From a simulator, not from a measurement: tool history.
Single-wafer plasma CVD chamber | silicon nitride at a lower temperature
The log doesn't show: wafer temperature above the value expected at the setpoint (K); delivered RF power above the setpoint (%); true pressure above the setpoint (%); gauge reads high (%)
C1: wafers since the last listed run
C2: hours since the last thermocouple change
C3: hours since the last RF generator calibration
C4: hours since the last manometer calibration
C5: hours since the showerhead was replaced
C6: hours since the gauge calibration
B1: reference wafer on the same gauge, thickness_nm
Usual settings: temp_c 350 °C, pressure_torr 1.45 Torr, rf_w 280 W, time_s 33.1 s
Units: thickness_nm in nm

{"run": 1, "hour": 0.0, "temp_c": 350, "pressure_torr": 1.45, "rf_w": 280, "time_s": 33.1, "C1": 0, "C2": 2769.7, "C3": 1882.5, "C4": 2097.9, "C5": 4831.1, "C6": 370.5, "B1": 35.4, "thickness_nm": 34.16}
{"run": 2, "hour": 34.9, "temp_c": 340, "pressure_torr": 1.45, "rf_w": 280, "time_s": 28.7, "C1": 636, "C2": 2804.6, "C3": 1917.4, "C4": 2132.8, "C5": 4866.0, "C6": 405.4, "B1": 35.413, "thickness_nm": 29.68}
{"run": 3, "hour": 81.8, "temp_c": 350, "pressure_torr": 1.45, "rf_w": 280, "time_s": 37.8, "C1": 855, "C2": 2851.5, "C3": 1964.3, "C4": 2179.7, "C5": 4912.9, "C6": 452.3, "B1": 35.408, "thickness_nm": 39.02}
{"run": 4, "hour": 133.4, "temp_c": 350, "pressure_torr": 1.45, "rf_w": 280, "time_s": 37.8, "C1": 941, "C2": 2903.1, "C3": 2015.9, "C4": 2231.3, "C5": 4964.5, "C6": 503.9, "B1": 35.394, "thickness_nm": 38.93}
{"hour": 148.0, "done": "RF generator calibrated"}
{"run": 5, "hour": 201.3, "temp_c": 350, "pressure_torr": 1.22, "rf_w": 280, "time_s": 33.1, "C1": 1093, "C2": 2971.0, "C3": 53.3, "C4": 2299.2, "C5": 5032.4, "C6": 571.8, "B1": 35.402, "thickness_nm": 33.824}
{"hour": 226.1, "done": "showerhead replaced"}
{"hour": 234.0, "done": "capacitance manometer re-zeroed and calibrated"}
{"run": 6, "hour": 234.5, "temp_c": 350, "pressure_torr": 1.22, "rf_w": 280, "time_s": 33.1, "C1": 316, "C2": 3004.2, "C3": 86.5, "C4": 0.5, "C5": 8.4, "C6": 605.0, "B1": 35.397, "thickness_nm": 33.903}
{"hour": 263.6, "done": "thermocouple changed; heater temperature recalibrated"}
{"run": 7, "hour": 264.1, "temp_c": 350, "pressure_torr": 1.22, "rf_w": 280, "time_s": 33.1, "C1": 394, "C2": 0.5, "C3": 116.1, "C4": 30.1, "C5": 38.0, "C6": 634.6, "B1": 35.39, "thickness_nm": 33.721}
{"hour": 265.9, "done": "gauge calibrated"}
{"run": 8, "hour": 289.5, "temp_c": 350, "pressure_torr": 1.26, "rf_w": 280, "time_s": 27.8, "C1": 463, "C2": 25.9, "C3": 141.5, "C4": 55.5, "C5": 63.4, "C6": 23.6, "B1": 35.392, "thickness_nm": 28.513}
{"run": 9, "hour": 328.7, "temp_c": 350, "pressure_torr": 1.45, "rf_w": 250, "time_s": 33.1, "C1": 715, "C2": 65.1, "C3": 180.7, "C4": 94.7, "C5": 102.6, "C6": 62.8, "B1": 35.396, "thickness_nm": 33.229}
{"run": 10, "hour": 367.4, "temp_c": 343, "pressure_torr": 1.21, "rf_w": 280, "time_s": 33.1, "C1": 706, "C2": 103.8, "C3": 219.4, "C4": 133.4, "C5": 141.3, "C6": 101.5, "B1": 35.405, "thickness_nm": 33.622}
{"run": 11, "hour": 396.3, "temp_c": 350, "pressure_torr": 1.45, "rf_w": 280, "time_s": 33.1, "C1": 527, "C2": 132.7, "C3": 248.3, "C4": 162.3, "C5": 170.2, "C6": 130.4, "B1": 35.425, "thickness_nm": 34.689}
{"run": 12, "hour": 421.4, "temp_c": 350, "pressure_torr": 1.45, "rf_w": 295, "time_s": 35.9, "C1": 458, "C2": 157.8, "C3": 273.4, "C4": 187.4, "C5": 195.3, "C6": 155.5, "B1": 35.423, "thickness_nm": 38.459}
{"run": 13, "hour": 461.5, "temp_c": 344, "pressure_torr": 1.45, "rf_w": 240, "time_s": 33.1, "C1": 731, "C2": 197.9, "C3": 313.5, "C4": 227.5, "C5": 235.4, "C6": 195.6, "B1": 35.391, "thickness_nm": 32.622}

Forecast run 14:
{"run": 14, "hour": 490.0, "temp_c": 350, "pressure_torr": 1.45, "rf_w": 280, "time_s": 33.1, "C1": 520, "C2": 226.4, "C3": 342.0, "C4": 256.0, "C5": 263.9, "C6": 224.1, "B1": "?", "thickness_nm": "?"}

B1: 35.401
thickness_nm: 34.633 nm
Without the tool's hidden state the same run would have given thickness_nm 35.026 nm.
